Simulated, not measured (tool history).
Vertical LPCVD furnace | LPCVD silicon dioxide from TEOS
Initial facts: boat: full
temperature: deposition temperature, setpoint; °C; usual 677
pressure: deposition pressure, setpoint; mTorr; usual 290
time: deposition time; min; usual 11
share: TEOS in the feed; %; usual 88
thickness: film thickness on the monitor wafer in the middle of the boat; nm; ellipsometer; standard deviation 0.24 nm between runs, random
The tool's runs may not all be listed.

run    hour  temperature  pressure  time  share  read-back reference wafer on the same gauge, thickness  thickness
  1       0          677       290    11     88                                                   62.41      55.58
  2     104          677       290    11     88                                                   62.45      55.56
  3     152          677       290    11     88                                                   62.35      55.08
  4   209.6          677       290    11     88                                                   62.42      55.94
  5   317.3          677       290    11     88                                                   62.39       55.6
  6   366.7          677       290    11     88                                                    62.4      55.67
  7   448.5          677       265    11     88                                                   62.37      53.15
  8   500.4          677       290    11     88                                                   62.47       55.4
        562  -- pressure gauge zeroed
  9   562.5          677       265    11     82                                                   62.38      51.32
 10   626.1          677       290    11     88                                                    62.4      55.68
 11   690.7          677       290  14.5     97                                                   62.39      77.09
      738.4  -- gauge calibrated
 12   786.2          677       290    11     88                                                   62.39       55.9
     1045.7  -- TEOS flow controller replaced
 13  1101.9          670       270   7.5     71                                                   62.43      28.18
 14    1206          688       290    11     88                                                   62.36      73.45
     1268.6  -- thermocouples replaced and temperature profile calibrated
 15  1269.1          677       290    11     71                                                    62.4      49.09
 16  1318.7          680       290   9.5     76                                                   62.42      46.61
 17  1400.6          684       290     8     82                                                   62.39      44.74
 18  1460.3          677       290    11     88                                                   62.34      54.11
 19    1505          666       230    13     74                                                   62.36      39.95
 20  1607.1          677       290    11     88                                                   62.42      54.43

Here are 4 independent what-if runs from the current tool condition. What would each one return?
  A  1611.5          677       290    11     88                                                       ?          ?
  B  1611.5          677       290    11     97                                                       ?          ?
  C  1611.5          667       315  14.5     74                                                       ?          ?
  D  1611.5          677       290    11     81                                                       ?          ?

run  read-back reference wafer on the same gauge, thickness  thickness
  A                                                   62.42       54.1
  B                                                   62.42       56.8
  C                                                   62.42      53.27
  D                                                   62.42      51.91
The same runs, with their run-to-run variation unchanged, on a tool lacking any hidden condition would have given:
run  thickness
  A      53.75
  B      56.43
  C      52.91
  D      51.57
